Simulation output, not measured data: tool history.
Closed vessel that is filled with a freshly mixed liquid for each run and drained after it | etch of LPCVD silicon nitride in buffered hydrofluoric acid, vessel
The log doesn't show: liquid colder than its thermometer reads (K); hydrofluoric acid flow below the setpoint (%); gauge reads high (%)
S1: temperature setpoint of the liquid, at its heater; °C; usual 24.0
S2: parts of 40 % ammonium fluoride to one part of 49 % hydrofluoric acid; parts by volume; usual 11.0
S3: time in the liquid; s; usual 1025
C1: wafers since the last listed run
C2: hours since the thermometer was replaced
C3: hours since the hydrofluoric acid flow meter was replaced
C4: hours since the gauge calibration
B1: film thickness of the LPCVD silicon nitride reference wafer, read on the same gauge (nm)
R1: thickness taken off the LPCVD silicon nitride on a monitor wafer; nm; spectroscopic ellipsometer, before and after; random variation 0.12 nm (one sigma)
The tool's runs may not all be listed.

Run 1, hour 0.0: usual settings; C1 0; C2 720.4; C3 1505.9; C4 200.6; B1 79.98. Result: R1 12.67 nm.
Run 2, hour 8.5: usual settings; C1 300; C2 728.9; C3 1514.4; C4 209.1; B1 80.04. Result: R1 12.77 nm.
Run 3, hour 14.7: usual settings; C1 218; C2 735.1; C3 1520.6; C4 215.3; B1 79.95. Result: R1 12.70 nm.
Run 4, hour 23.8: usual settings; C1 321; C2 744.2; C3 1529.7; C4 224.4; B1 79.98. Result: R1 12.66 nm.
Run 5, hour 39.3: usual settings; C1 547; C2 759.7; C3 1545.2; C4 239.9; B1 80.01. Result: R1 12.34 nm.
Run 6, hour 51.8: usual settings; C1 441; C2 772.2; C3 1557.7; C4 252.4; B1 80.01. Result: R1 12.52 nm.
Run 7, hour 62.6: usual settings; C1 381; C2 783.0; C3 1568.5; C4 263.2; B1 80.02. Result: R1 12.64 nm.
Run 8, hour 80.2: usual settings but S3 1365 s; C1 621; C2 800.6; C3 1586.1; C4 280.8; B1 79.99. Result: R1 16.80 nm.
Run 9, hour 93.6: usual settings; C1 473; C2 814.0; C3 1599.5; C4 294.2; B1 80.00. Result: R1 12.74 nm.
At hour 97.0: hydrofluoric acid flow meter replaced.
Run 10, hour 106.9: usual settings; C1 434; C2 827.3; C3 9.9; C4 307.5; B1 80.01. Result: R1 12.69 nm.
Run 11, hour 121.3: usual settings; C1 508; C2 841.7; C3 24.3; C4 321.9; B1 80.00. Result: R1 12.54 nm.
At hour 134.0: gauge calibrated.
Run 12, hour 137.6: usual settings; C1 575; C2 858.0; C3 40.6; C4 3.6; B1 80.00. Result: R1 12.81 nm.
Run 13, hour 144.3: usual settings but S1 28.0 °C, S2 14.5 parts by volume, S3 520 s; C1 236; C2 864.7; C3 47.3; C4 10.3; B1 80.01. Result: R1 6.07 nm.
Run 14, hour 155.5: usual settings but S2 6.5 parts by volume; C1 395; C2 875.9; C3 58.5; C4 21.5; B1 79.97. Result: R1 21.14 nm.
Run 15, hour 166.3: usual settings; C1 381; C2 886.7; C3 69.3; C4 32.3; B1 80.00. Result: R1 12.70 nm.
Run 16, hour 177.2: usual settings but S1 21.0 °C, S2 7.5 parts by volume; C1 384; C2 897.6; C3 80.2; C4 43.2; B1 80.02. Result: R1 15.32 nm.
Run 17, hour 183.7: usual settings; C1 229; C2 904.1; C3 86.7; C4 49.7; B1 80.02. Result: R1 12.57 nm.
Run 18, hour 192.0: usual settings but S1 20.0 °C, S2 13.0 parts by volume, S3 1275 s; C1 293; C2 912.4; C3 95.0; C4 58.0; B1 80.03. Result: R1 10.60 nm.
Run 19, hour 200.9: usual settings but S1 19.5 °C, S2 15.5 parts by volume, S3 850 s; C1 314; C2 921.3; C3 103.9; C4 66.9; B1 79.99. Result: R1 5.72 nm.
Run 20, hour 216.5: usual settings but S1 26.0 °C, S2 15.0 parts by volume; C1 550; C2 936.9; C3 119.5; C4 82.5; B1 79.97. Result: R1 10.37 nm.
Run 21, hour 223.3: usual settings but S2 7.0 parts by volume; C1 240; C2 943.7; C3 126.3; C4 89.3; B1 79.98. Result: R1 19.63 nm.
Run 22, hour 238.8: usual settings but S1 26.5 °C, S2 10.0 parts by volume, S3 1530 s; C1 547; C2 959.2; C3 141.8; C4 104.8; B1 80.01. Result: R1 23.63 nm.
At hour 248.7: thermometer replaced.
Run 23, hour 259.2: usual settings; C1 685; C2 10.5; C3 162.2; C4 125.2; B1 80.00. Result: R1 12.84 nm.
Run 24, hour 271.6: usual settings but S2 7.5 parts by volume, S3 515 s; C1 437; C2 22.9; C3 174.6; C4 137.6; B1 79.97. Result: R1 9.12 nm.
Run 25, hour 288.8: usual settings; C1 607; C2 40.1; C3 191.8; C4 154.8; B1 79.98. Result: R1 12.62 nm.
Run 26, hour 299.3: usual settings but S1 21.0 °C, S3 700 s; C1 370; C2 50.6; C3 202.3; C4 165.3; B1 80.03. Result: R1 7.36 nm.
Run 27, hour 330.8: usual settings but S1 29.0 °C; C1 1112; C2 82.1; C3 233.8; C4 196.8; B1 80.01. Result: R1 16.43 nm.
Run 28, hour 337.2: usual settings but S2 13.0 parts by volume, S3 1330 s; C1 225; C2 88.5; C3 240.2; C4 203.2; B1 80.02. Result: R1 13.94 nm.
Run 29, hour 355.1: usual settings; C1 632; C2 106.4; C3 258.1; C4 221.1; B1 79.99. Result: R1 12.65 nm.
Run 30, hour 370.5: usual settings; C1 543; C2 121.8; C3 273.5; C4 236.5; B1 79.95. Result: R1 12.92 nm.
Run 31, hour 395.4: usual settings; C1 879; C2 146.7; C3 298.4; C4 261.4; B1 79.98. Result: R1 12.51 nm.
Run 32, hour 406.4: usual settings but S1 26.5 °C, S2 14.5 parts by volume, S3 1455 s; C1 388; C2 157.7; C3 309.4; C4 272.4; B1 80.03. Result: R1 15.50 nm.

Forecast each of these 4 alternatives for the next run:
Run A, hour 407.3: usual settings; C1 31; C2 158.6; C3 310.3; C4 273.3; B1 ?. Result: R1 ?.
Run B, hour 407.3: usual settings but S1 26.5 °C, S2 7.0 parts by volume, S3 435 s; C1 31; C2 158.6; C3 310.3; C4 273.3; B1 ?. Result: R1 ?.
Run C, hour 407.3: usual settings but S3 835 s; C1 31; C2 158.6; C3 310.3; C4 273.3; B1 ?. Result: R1 ?.
Run D, hour 407.3: usual settings but S1 20.5 °C, S2 13.0 parts by volume, S3 1380 s; C1 31; C2 158.6; C3 310.3; C4 273.3; B1 ?. Result: R1 ?.

run     B1     R1
  A  80.04  12.52
  B  80.04   9.36
  C  80.04  10.20
  D  80.04  11.80
Without the tool's hidden state the same runs would have given:
run     R1
  A  12.52
  B   9.36
  C  10.20
  D  11.80
